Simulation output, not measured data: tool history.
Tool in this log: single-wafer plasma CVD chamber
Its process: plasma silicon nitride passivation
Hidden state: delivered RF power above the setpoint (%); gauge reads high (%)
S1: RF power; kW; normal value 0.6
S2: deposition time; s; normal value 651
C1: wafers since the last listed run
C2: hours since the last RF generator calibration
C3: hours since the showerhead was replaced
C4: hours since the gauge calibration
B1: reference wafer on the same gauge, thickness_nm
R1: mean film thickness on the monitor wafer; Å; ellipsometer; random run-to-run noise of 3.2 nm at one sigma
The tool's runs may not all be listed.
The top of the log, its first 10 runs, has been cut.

{"run": 11, "day": 20.342, "S1": 0.6, "S2": 651, "C1": 134, "C2": 430.5, "C3": 5657.3, "C4": 1271.7, "B1": 1056.539, "R1": 9706.73}
{"run": 12, "day": 22.667, "S1": 0.6, "S2": 651, "C1": 143, "C2": 486.3, "C3": 5713.1, "C4": 1327.5, "B1": 1057.211, "R1": 9669.16}
{"run": 13, "day": 24.621, "S1": 0.6, "S2": 558, "C1": 120, "C2": 533.2, "C3": 5760, "C4": 1374.4, "B1": 1059.2, "R1": 8341.08}
{"run": 14, "day": 33.542, "S1": 0.6, "S2": 558, "C1": 552, "C2": 747.3, "C3": 5974.1, "C4": 1588.5, "B1": 1058.321, "R1": 8256.57}
{"run": 15, "day": 34.796, "S1": 0.6, "S2": 592, "C1": 77, "C2": 777.4, "C3": 6004.2, "C4": 1618.6, "B1": 1056.635, "R1": 8709.83}
{"run": 16, "day": 36.904, "S1": 0.6, "S2": 651, "C1": 130, "C2": 828, "C3": 6054.8, "C4": 1669.2, "B1": 1058.082, "R1": 9578.06}
{"run": 17, "day": 39.304, "S1": 0.6, "S2": 651, "C1": 148, "C2": 885.6, "C3": 6112.4, "C4": 1726.8, "B1": 1058.07, "R1": 9542.52}
{"run": 18, "day": 41.95, "S1": 0.6, "S2": 651, "C1": 163, "C2": 949.1, "C3": 6175.9, "C4": 1790.3, "B1": 1057.836, "R1": 9548.5}
{"day": 43.992, "done": "showerhead replaced, of another model than before"}
{"run": 19, "day": 44.754, "S1": 0.6, "S2": 651, "C1": 152, "C2": 1016.4, "C3": 18.3, "C4": 1857.6, "B1": 1058.386, "R1": 9362.05}
{"run": 20, "day": 45.883, "S1": 0.6, "S2": 651, "C1": 69, "C2": 1043.5, "C3": 45.4, "C4": 1884.7, "B1": 1058.242, "R1": 9296.69}
{"day": 46.225, "done": "RF generator calibrated"}
{"run": 21, "day": 48.442, "S1": 0.6, "S2": 651, "C1": 137, "C2": 53.2, "C3": 106.8, "C4": 1946.1, "B1": 1057.569, "R1": 9859.65}
{"run": 22, "day": 49.75, "S1": 0.6, "S2": 651, "C1": 80, "C2": 84.6, "C3": 138.2, "C4": 1977.5, "B1": 1057.982, "R1": 9834.02}
{"run": 23, "day": 51.283, "S1": 0.6, "S2": 708, "C1": 94, "C2": 121.4, "C3": 175, "C4": 2014.3, "B1": 1056.995, "R1": 10674.42}
{"run": 24, "day": 54.021, "S1": 0.515, "S2": 726, "C1": 169, "C2": 187.1, "C3": 240.7, "C4": 2080, "B1": 1057.508, "R1": 9478.49}
{"run": 25, "day": 56.858, "S1": 0.6, "S2": 651, "C1": 175, "C2": 255.2, "C3": 308.8, "C4": 2148.1, "B1": 1058.395, "R1": 9761.9}
{"run": 26, "day": 58.229, "S1": 0.65, "S2": 551, "C1": 84, "C2": 288.1, "C3": 341.7, "C4": 2181, "B1": 1057.592, "R1": 8700.44}
{"run": 27, "day": 61.192, "S1": 0.6, "S2": 651, "C1": 183, "C2": 359.2, "C3": 412.8, "C4": 2252.1, "B1": 1057.616, "R1": 9624.68}
{"run": 28, "day": 63.717, "S1": 0.6, "S2": 651, "C1": 156, "C2": 419.8, "C3": 473.4, "C4": 2312.7, "B1": 1057.182, "R1": 9614.56}
{"run": 29, "day": 66.121, "S1": 0.525, "S2": 711, "C1": 148, "C2": 477.5, "C3": 531.1, "C4": 2370.4, "B1": 1056.539, "R1": 9307.33}
{"run": 30, "day": 67.65, "S1": 0.66, "S2": 651, "C1": 94, "C2": 514.2, "C3": 567.8, "C4": 2407.1, "B1": 1057.863, "R1": 10231.26}

Run 31 is up next; what results do you expect?
{"day": 69.35, "done": "gauge calibrated"}
{"run": 31, "day": 69.942, "S1": 0.635, "S2": 746, "C1": 141, "C2": 569.2, "C3": 622.8, "C4": 14.2, "B1": "?", "R1": "?"}

B1: 1058.299
R1: 11496.74 Å
With the hidden condition absent and the run-to-run variation left alone, this run would have shown R1 11865.41 Å.
